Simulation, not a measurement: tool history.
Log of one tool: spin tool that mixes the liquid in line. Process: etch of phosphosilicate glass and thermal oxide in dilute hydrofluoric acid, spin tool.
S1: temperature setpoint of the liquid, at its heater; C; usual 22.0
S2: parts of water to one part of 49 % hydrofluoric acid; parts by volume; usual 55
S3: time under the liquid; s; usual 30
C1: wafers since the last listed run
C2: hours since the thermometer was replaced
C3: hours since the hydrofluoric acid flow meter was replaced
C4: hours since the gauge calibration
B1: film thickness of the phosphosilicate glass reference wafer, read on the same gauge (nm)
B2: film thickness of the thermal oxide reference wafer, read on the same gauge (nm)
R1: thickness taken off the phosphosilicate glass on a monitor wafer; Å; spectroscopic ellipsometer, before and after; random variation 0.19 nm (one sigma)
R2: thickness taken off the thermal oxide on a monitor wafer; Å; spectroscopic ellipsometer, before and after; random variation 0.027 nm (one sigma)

{"run": 1, "day": 0.0, "S1": 22.0, "S2": 55, "S3": 30, "C1": 0, "C2": 655.0, "C3": 1846.1, "C4": 1137.6, "B1": 89.98, "B2": 30.003, "R1": 515.4, "R2": 20.93}
{"run": 2, "day": 3.479, "S1": 22.0, "S2": 55, "S3": 30, "C1": 1425, "C2": 738.5, "C3": 1929.6, "C4": 1221.1, "B1": 89.98, "B2": 30.047, "R1": 507.9, "R2": 21.08}
{"run": 3, "day": 6.542, "S1": 22.0, "S2": 55, "S3": 30, "C1": 1254, "C2": 812.0, "C3": 2003.1, "C4": 1294.6, "B1": 90.0, "B2": 30.017, "R1": 506.4, "R2": 21.03}
{"run": 4, "day": 9.15, "S1": 22.0, "S2": 55, "S3": 30, "C1": 1068, "C2": 874.6, "C3": 2065.7, "C4": 1357.2, "B1": 90.03, "B2": 29.993, "R1": 506.4, "R2": 20.95}
{"run": 5, "day": 11.667, "S1": 22.0, "S2": 55, "S3": 30, "C1": 1031, "C2": 935.0, "C3": 2126.1, "C4": 1417.6, "B1": 90.05, "B2": 29.939, "R1": 502.4, "R2": 20.8}
{"day": 13.012, "done": "thermometer replaced"}
{"run": 6, "day": 14.429, "S1": 22.0, "S2": 55, "S3": 30, "C1": 1114, "C2": 34.0, "C3": 2192.4, "C4": 1483.9, "B1": 90.01, "B2": 29.993, "R1": 531.6, "R2": 21.88}
{"day": 20.225, "done": "hydrofluoric acid flow meter replaced"}
{"run": 7, "day": 25.808, "S1": 22.0, "S2": 55, "S3": 30, "C1": 4644, "C2": 307.1, "C3": 134.0, "C4": 1757.0, "B1": 90.0, "B2": 30.031, "R1": 522.6, "R2": 21.76}
{"run": 8, "day": 28.721, "S1": 22.0, "S2": 55, "S3": 30, "C1": 1193, "C2": 377.0, "C3": 203.9, "C4": 1826.9, "B1": 90.02, "B2": 29.999, "R1": 520.6, "R2": 21.39}
{"run": 9, "day": 31.571, "S1": 21.0, "S2": 40, "S3": 30, "C1": 1167, "C2": 445.4, "C3": 272.3, "C4": 1895.3, "B1": 89.96, "B2": 29.988, "R1": 695.7, "R2": 28.37}
{"run": 10, "day": 33.346, "S1": 21.0, "S2": 40, "S3": 30, "C1": 727, "C2": 488.0, "C3": 314.9, "C4": 1937.9, "B1": 90.02, "B2": 30.026, "R1": 695.3, "R2": 28.3}
{"run": 11, "day": 36.379, "S1": 21.0, "S2": 40, "S3": 30, "C1": 1242, "C2": 560.8, "C3": 387.7, "C4": 2010.7, "B1": 89.99, "B2": 29.962, "R1": 691.8, "R2": 28.41}
{"run": 12, "day": 45.508, "S1": 22.0, "S2": 55, "S3": 30, "C1": 3739, "C2": 779.9, "C3": 606.8, "C4": 2229.8, "B1": 89.95, "B2": 30.054, "R1": 509.4, "R2": 20.78}
{"run": 13, "day": 49.262, "S1": 18.0, "S2": 55, "S3": 20, "C1": 1537, "C2": 870.0, "C3": 696.9, "C4": 2319.9, "B1": 90.02, "B2": 30.03, "R1": 283.3, "R2": 12.0}
{"run": 14, "day": 51.404, "S1": 22.0, "S2": 55, "S3": 30, "C1": 877, "C2": 921.4, "C3": 748.3, "C4": 2371.3, "B1": 90.0, "B2": 29.953, "R1": 506.1, "R2": 20.82}
{"day": 52.242, "done": "gauge calibrated"}
{"run": 15, "day": 53.642, "S1": 20.0, "S2": 35, "S3": 35, "C1": 916, "C2": 975.1, "C3": 802.0, "C4": 33.6, "B1": 90.01, "B2": 29.984, "R1": 870.5, "R2": 35.83}
{"run": 16, "day": 55.646, "S1": 22.0, "S2": 55, "S3": 30, "C1": 821, "C2": 1023.2, "C3": 850.1, "C4": 81.7, "B1": 90.0, "B2": 30.016, "R1": 506.4, "R2": 20.87}

The next listed run, before its measurement:
{"day": 56.204, "done": "thermometer replaced"}
{"run": 17, "day": 59.762, "S1": 18.5, "S2": 70, "S3": 40, "C1": 1669, "C2": 85.4, "C3": 948.9, "C4": 180.5, "B1": "?", "B2": "?", "R1": "?", "R2": "?"}

{"run 17": {"B1": 89.94, "B2": 30.0, "R1": 468.1, "R2": 19.29}}
Without the tool's hidden state the same run would have given R1 472.3 Å, R2 19.46 Å.
